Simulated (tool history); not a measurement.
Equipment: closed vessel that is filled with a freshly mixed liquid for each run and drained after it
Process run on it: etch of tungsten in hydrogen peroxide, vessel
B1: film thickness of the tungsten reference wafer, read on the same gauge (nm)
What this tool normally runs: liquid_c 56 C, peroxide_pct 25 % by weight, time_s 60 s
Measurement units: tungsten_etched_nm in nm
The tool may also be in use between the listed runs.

run 1 day=0 | liquid_c=56 peroxide_pct=25 time_s=45 | B1=90.02 | tungsten_etched_nm=76.27
run 2 day=0.612 | liquid_c=56 peroxide_pct=20.5 time_s=60 | B1=89.99 | tungsten_etched_nm=92.28
-- day=0.688 gauge calibrated
run 3 day=1.079 | liquid_c=56 peroxide_pct=20.5 time_s=60 | B1=90 | tungsten_etched_nm=92.25
run 4 day=1.783 | liquid_c=56 peroxide_pct=20.5 time_s=60 | B1=90 | tungsten_etched_nm=92.15
run 5 day=2.838 | liquid_c=56 peroxide_pct=25 time_s=75 | B1=89.95 | tungsten_etched_nm=127.19
run 6 day=3.362 | liquid_c=56 peroxide_pct=25 time_s=60 | B1=90 | tungsten_etched_nm=102.57
-- day=3.446 thermometer replaced
-- day=3.846 new drum of peroxide connected
run 7 day=3.904 | liquid_c=56 peroxide_pct=25 time_s=60 | B1=90.01 | tungsten_etched_nm=89.37
run 8 day=4.583 | liquid_c=56 peroxide_pct=25 time_s=60 | B1=90 | tungsten_etched_nm=89.67
run 9 day=4.921 | liquid_c=56 peroxide_pct=25 time_s=60 | B1=89.95 | tungsten_etched_nm=89.94
-- day=5.367 peroxide flow meter replaced
run 10 day=6.5 | liquid_c=50 peroxide_pct=25 time_s=80 | B1=90.01 | tungsten_etched_nm=83.73
run 11 day=7 | liquid_c=56 peroxide_pct=25 time_s=60 | B1=89.94 | tungsten_etched_nm=90.14
-- day=7.3 gauge calibrated
run 12 day=7.708 | liquid_c=56 peroxide_pct=21.5 time_s=60 | B1=90.02 | tungsten_etched_nm=83.87
run 13 day=8.125 | liquid_c=65.5 peroxide_pct=25 time_s=30 | B1=90 | tungsten_etched_nm=77.55
run 14 day=8.558 | liquid_c=61.5 peroxide_pct=21 time_s=60 | B1=90.01 | tungsten_etched_nm=113.16
run 15 day=8.808 | liquid_c=56 peroxide_pct=25 time_s=60 | B1=89.99 | tungsten_etched_nm=90.23
run 16 day=9.183 | liquid_c=56 peroxide_pct=25 time_s=30 | B1=90.01 | tungsten_etched_nm=45.08

Below are 3 alternative next runs, each starting from the tool's condition after run 16. Predict each:
run A day=9.212 | liquid_c=56 peroxide_pct=25 time_s=60 | B1=? | tungsten_etched_nm=?
run B day=9.212 | liquid_c=48 peroxide_pct=30 time_s=30 | B1=? | tungsten_etched_nm=?
run C day=9.212 | liquid_c=50.5 peroxide_pct=21.5 time_s=30 | B1=? | tungsten_etched_nm=?

run=A B1=90.06 tungsten_etched_nm=90
run=B B1=90.06 tungsten_etched_nm=30.45
run=C B1=90.06 tungsten_etched_nm=30.04
Without the tool's hidden state the same runs would have given:
run=A tungsten_etched_nm=87.91
run=B tungsten_etched_nm=29.7
run=C tungsten_etched_nm=29.32
